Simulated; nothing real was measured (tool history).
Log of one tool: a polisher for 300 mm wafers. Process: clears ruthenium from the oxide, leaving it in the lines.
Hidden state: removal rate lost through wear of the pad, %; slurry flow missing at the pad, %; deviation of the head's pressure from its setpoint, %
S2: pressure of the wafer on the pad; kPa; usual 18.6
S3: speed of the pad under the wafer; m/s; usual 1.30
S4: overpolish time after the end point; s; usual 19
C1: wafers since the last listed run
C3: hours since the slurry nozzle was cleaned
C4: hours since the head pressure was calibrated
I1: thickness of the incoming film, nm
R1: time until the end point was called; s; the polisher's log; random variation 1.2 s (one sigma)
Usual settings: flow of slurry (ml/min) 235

{"run": 1, "hour": 0.0, "flow of slurry (ml/min)": 235, "S2": 18.6, "S3": 1.3, "S4": 19, "C1": 0, "wafers polished on this pad": 1939, "C3": 333.6, "C4": 1088.2, "I1": 137.8, "R1": 77.0}
{"hour": 17.9, "done": "head pressure recalibrated"}
{"run": 2, "hour": 43.4, "flow of slurry (ml/min)": 235, "S2": 18.6, "S3": 1.3, "S4": 19, "C1": 376, "wafers polished on this pad": 2315, "C3": 377.0, "C4": 25.5, "I1": 138.0, "R1": 75.3}
{"run": 3, "hour": 99.2, "flow of slurry (ml/min)": 235, "S2": 18.6, "S3": 1.3, "S4": 19, "C1": 507, "wafers polished on this pad": 2823, "C3": 432.8, "C4": 81.3, "I1": 140.5, "R1": 82.8}
{"hour": 152.4, "done": "worn pad replaced by a new one"}
{"run": 4, "hour": 152.9, "flow of slurry (ml/min)": 235, "S2": 18.6, "S3": 1.3, "S4": 19, "C1": 452, "wafers polished on this pad": 4, "C3": 486.5, "C4": 135.0, "I1": 141.5, "R1": 70.9}
{"hour": 182.0, "done": "slurry nozzle cleaned"}
{"run": 5, "hour": 361.3, "flow of slurry (ml/min)": 235, "S2": 23.4, "S3": 1.3, "S4": 19, "C1": 1886, "wafers polished on this pad": 1891, "C3": 179.3, "C4": 343.4, "I1": 140.5, "R1": 63.8}
{"run": 6, "hour": 405.5, "flow of slurry (ml/min)": 235, "S2": 18.6, "S3": 1.3, "S4": 19, "C1": 402, "wafers polished on this pad": 2293, "C3": 223.5, "C4": 387.6, "I1": 139.9, "R1": 76.3}
{"run": 7, "hour": 471.0, "flow of slurry (ml/min)": 235, "S2": 18.6, "S3": 1.3, "S4": 19, "C1": 595, "wafers polished on this pad": 2889, "C3": 289.0, "C4": 453.1, "I1": 141.6, "R1": 80.5}
{"hour": 510.6, "done": "worn pad replaced by a new one"}
{"run": 8, "hour": 522.7, "flow of slurry (ml/min)": 195, "S2": 18.6, "S3": 1.3, "S4": 19, "C1": 433, "wafers polished on this pad": 110, "C3": 340.7, "C4": 504.8, "I1": 138.4, "R1": 71.9}
{"run": 9, "hour": 558.5, "flow of slurry (ml/min)": 195, "S2": 18.6, "S3": 1.3, "S4": 19, "C1": 325, "wafers polished on this pad": 435, "C3": 376.5, "C4": 540.6, "I1": 141.2, "R1": 74.0}
{"hour": 710.0, "done": "slurry nozzle cleaned"}
{"run": 10, "hour": 763.8, "flow of slurry (ml/min)": 195, "S2": 18.6, "S3": 1.3, "S4": 19, "C1": 1858, "wafers polished on this pad": 2294, "C3": 53.8, "C4": 745.9, "I1": 138.8, "R1": 76.7}
{"run": 11, "hour": 822.7, "flow of slurry (ml/min)": 235, "S2": 18.6, "S3": 1.3, "S4": 19, "C1": 535, "wafers polished on this pad": 2830, "C3": 112.7, "C4": 804.8, "I1": 140.0, "R1": 79.0}
{"run": 12, "hour": 878.0, "flow of slurry (ml/min)": 235, "S2": 18.6, "S3": 1.3, "S4": 19, "C1": 503, "wafers polished on this pad": 3333, "C3": 168.0, "C4": 860.1, "I1": 137.4, "R1": 78.1}
{"run": 13, "hour": 922.1, "flow of slurry (ml/min)": 235, "S2": 18.6, "S3": 1.3, "S4": 19, "C1": 401, "wafers polished on this pad": 3734, "C3": 212.1, "C4": 904.2, "I1": 141.3, "R1": 78.2}
{"hour": 975.5, "done": "worn pad replaced by a new one"}
{"run": 14, "hour": 979.3, "flow of slurry (ml/min)": 235, "S2": 18.6, "S3": 1.1, "S4": 19, "C1": 483, "wafers polished on this pad": 34, "C3": 269.3, "C4": 961.4, "I1": 142.9, "R1": 83.4}
{"run": 15, "hour": 1048.6, "flow of slurry (ml/min)": 235, "S2": 22.1, "S3": 1.0, "S4": 19, "C1": 630, "wafers polished on this pad": 665, "C3": 338.6, "C4": 1030.7, "I1": 138.8, "R1": 79.1}
{"run": 16, "hour": 1101.3, "flow of slurry (ml/min)": 235, "S2": 22.1, "S3": 1.0, "S4": 19, "C1": 479, "wafers polished on this pad": 1144, "C3": 391.3, "C4": 1083.4, "I1": 139.2, "R1": 78.0}
{"run": 17, "hour": 1169.2, "flow of slurry (ml/min)": 175, "S2": 18.6, "S3": 1.3, "S4": 25, "C1": 617, "wafers polished on this pad": 1762, "C3": 459.2, "C4": 1151.3, "I1": 140.9, "R1": 79.4}
{"hour": 1186.9, "done": "head pressure recalibrated"}
{"run": 18, "hour": 1223.0, "flow of slurry (ml/min)": 170, "S2": 13.1, "S3": 1.42, "S4": 16, "C1": 471, "wafers polished on this pad": 2233, "C3": 513.0, "C4": 36.1, "I1": 140.0, "R1": 96.8}
{"hour": 1258.3, "done": "slurry nozzle cleaned"}
{"run": 19, "hour": 1291.6, "flow of slurry (ml/min)": 235, "S2": 18.6, "S3": 1.3, "S4": 19, "C1": 614, "wafers polished on this pad": 2848, "C3": 33.3, "C4": 104.7, "I1": 139.1, "R1": 77.9}
{"run": 20, "hour": 1330.0, "flow of slurry (ml/min)": 235, "S2": 18.6, "S3": 1.3, "S4": 19, "C1": 349, "wafers polished on this pad": 3197, "C3": 71.7, "C4": 143.1, "I1": 140.5, "R1": 78.7}
{"run": 21, "hour": 1378.1, "flow of slurry (ml/min)": 255, "S2": 24.1, "S3": 1.68, "S4": 15, "C1": 437, "wafers polished on this pad": 3635, "C3": 119.8, "C4": 191.2, "I1": 140.6, "R1": 54.0}
{"hour": 1399.0, "done": "worn pad replaced by a new one"}
{"run": 22, "hour": 1426.6, "flow of slurry (ml/min)": 235, "S2": 18.6, "S3": 1.14, "S4": 19, "C1": 404, "wafers polished on this pad": 251, "C3": 168.3, "C4": 239.7, "I1": 139.1, "R1": 78.4}
{"run": 23, "hour": 1454.6, "flow of slurry (ml/min)": 235, "S2": 18.6, "S3": 1.3, "S4": 19, "C1": 254, "wafers polished on this pad": 505, "C3": 196.3, "C4": 267.7, "I1": 140.6, "R1": 72.3}
{"run": 24, "hour": 1657.2, "flow of slurry (ml/min)": 155, "S2": 18.6, "S3": 1.06, "S4": 19, "C1": 1842, "wafers polished on this pad": 2348, "C3": 398.9, "C4": 470.3, "I1": 137.8, "R1": 94.3}
{"run": 25, "hour": 1717.0, "flow of slurry (ml/min)": 235, "S2": 18.6, "S3": 1.3, "S4": 19, "C1": 543, "wafers polished on this pad": 2892, "C3": 458.7, "C4": 530.1, "I1": 139.2, "R1": 79.4}
{"hour": 1721.6, "done": "slurry nozzle cleaned"}
{"run": 26, "hour": 1772.5, "flow of slurry (ml/min)": 185, "S2": 15.2, "S3": 0.86, "S4": 19, "C1": 495, "wafers polished on this pad": 3388, "C3": 50.9, "C4": 585.6, "I1": 141.4, "R1": 128.8}
{"hour": 1815.1, "done": "worn pad replaced by a new one"}
{"run": 27, "hour": 1824.2, "flow of slurry (ml/min)": 235, "S2": 18.6, "S3": 1.3, "S4": 19, "C1": 433, "wafers polished on this pad": 82, "C3": 102.6, "C4": 637.3, "I1": 138.7, "R1": 68.1}
{"run": 28, "hour": 1894.4, "flow of slurry (ml/min)": 235, "S2": 18.6, "S3": 1.3, "S4": 19, "C1": 638, "wafers polished on this pad": 721, "C3": 172.8, "C4": 707.5, "I1": 141.2, "R1": 76.6}
{"run": 29, "hour": 1941.8, "flow of slurry (ml/min)": 310, "S2": 18.6, "S3": 1.3, "S4": 30, "C1": 431, "wafers polished on this pad": 1152, "C3": 220.2, "C4": 754.9, "I1": 139.1, "R1": 73.6}
{"run": 30, "hour": 1975.0, "flow of slurry (ml/min)": 300, "S2": 22.1, "S3": 1.02, "S4": 19, "C1": 302, "wafers polished on this pad": 1454, "C3": 253.4, "C4": 788.1, "I1": 138.7, "R1": 78.2}
{"run": 31, "hour": 2018.4, "flow of slurry (ml/min)": 210, "S2": 15.9, "S3": 1.54, "S4": 29, "C1": 394, "wafers polished on this pad": 1849, "C3": 296.8, "C4": 831.5, "I1": 140.9, "R1": 79.6}
{"run": 32, "hour": 2073.8, "flow of slurry (ml/min)": 235, "S2": 18.6, "S3": 1.3, "S4": 19, "C1": 503, "wafers polished on this pad": 2353, "C3": 352.2, "C4": 886.9, "I1": 140.1, "R1": 77.5}

The same runs without the tool's hidden state, with the same run-to-run variation:
run=1 R1=69.0
run=2 R1=66.9
run=3 R1=73.1
run=4 R1=70.8
run=5 R1=57.5
run=6 R1=68.1
run=7 R1=71.3
run=8 R1=71.1
run=9 R1=71.2
run=10 R1=68.5
run=11 R1=70.0
run=12 R1=68.9
run=13 R1=68.8
run=14 R1=82.4
run=15 R1=74.3
run=16 R1=71.5
run=17 R1=71.2
run=18 R1=85.8
run=19 R1=68.4
run=20 R1=68.9
run=21 R1=47.1
run=22 R1=76.5
run=23 R1=69.1
run=24 R1=84.1
run=25 R1=70.2
run=26 R1=113.4
run=27 R1=66.9
run=28 R1=71.6
run=29 R1=67.3
run=30 R1=70.7
run=31 R1=71.1
run=32 R1=68.4
